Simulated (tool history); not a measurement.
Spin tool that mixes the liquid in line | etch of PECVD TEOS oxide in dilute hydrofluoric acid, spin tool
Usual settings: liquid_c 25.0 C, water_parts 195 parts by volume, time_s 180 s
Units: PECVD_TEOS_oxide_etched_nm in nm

run     day  liquid_c  water_parts  time_s  read-back film thickness of the PECVD TEOS oxide reference wafer, read on the same gauge (nm)  PECVD_TEOS_oxide_etched_nm
  1   0.000      25.0          195     180                                                                                         109.99                       20.63
  2   0.667      25.0          195     180                                                                                         110.00                       20.59
  3   1.233      25.0          195     265                                                                                         110.00                       30.42
  4   1.850      25.0          195     265                                                                                         110.00                       30.34
  5   2.296      25.0          195     265                                                                                         109.99                       30.51
  6   2.842      25.0          220     210                                                                                         110.01                       20.88
  7   4.538      25.0          195     180                                                                                         110.00                       20.85
  8   4.908      25.0          195     180                                                                                         110.01                       20.85
  9   5.488      25.0          195     180                                                                                         110.03                       20.86
 10   5.788      25.0          195     180                                                                                         109.99                       20.96
 11   6.167      25.0          195     180                                                                                         109.97                       20.92
      6.254  -- hydrofluoric acid flow meter replaced
 12   6.746      25.0          195     180                                                                                         109.98                       20.87
 13   7.350      25.0          195     180                                                                                         109.98                       21.11
 14   7.646      25.0          195      80                                                                                         110.00                        9.41
      7.692  -- thermometer replaced
 15   8.217      28.0          165     265                                                                                         109.99                       40.37
      8.221  -- gauge calibrated
 16   8.875      25.0          195     180                                                                                         109.99                       20.19
 17   9.396      30.0          125     140                                                                                         110.00                       32.13
 18   9.704      25.0          275     180                                                                                         110.00                       13.17
 19  10.446      20.0          155     115                                                                                         109.99                       14.10
 20  10.883      23.0          125      90                                                                                         109.98                       15.69
 21  11.354      29.0          260     265                                                                                         109.98                       23.85
 22  11.979      27.5          280     130                                                                                         109.99                       10.22
 23  12.696      28.5          195     180                                                                                         110.01                       23.18
 24  13.692      25.0          195     115                                                                                         110.02                       13.20

Forecast each of these 3 alternatives for the next run:
  A  13.712      29.0          195     180                                                                                              ?                           ?
  B  13.712      25.0          100      80                                                                                              ?                           ?
  C  13.712      20.5          195     105                                                                                              ?                           ?

run  read-back film thickness of the PECVD TEOS oxide reference wafer, read on the same gauge (nm)  PECVD_TEOS_oxide_etched_nm
  A                                                                                         110.01                       23.60
  B                                                                                         110.01                       19.86
  C                                                                                         110.01                       10.09
Without the tool's hidden state the same runs would have given:
run  PECVD_TEOS_oxide_etched_nm
  A                       23.17
  B                       19.46
  C                        9.89
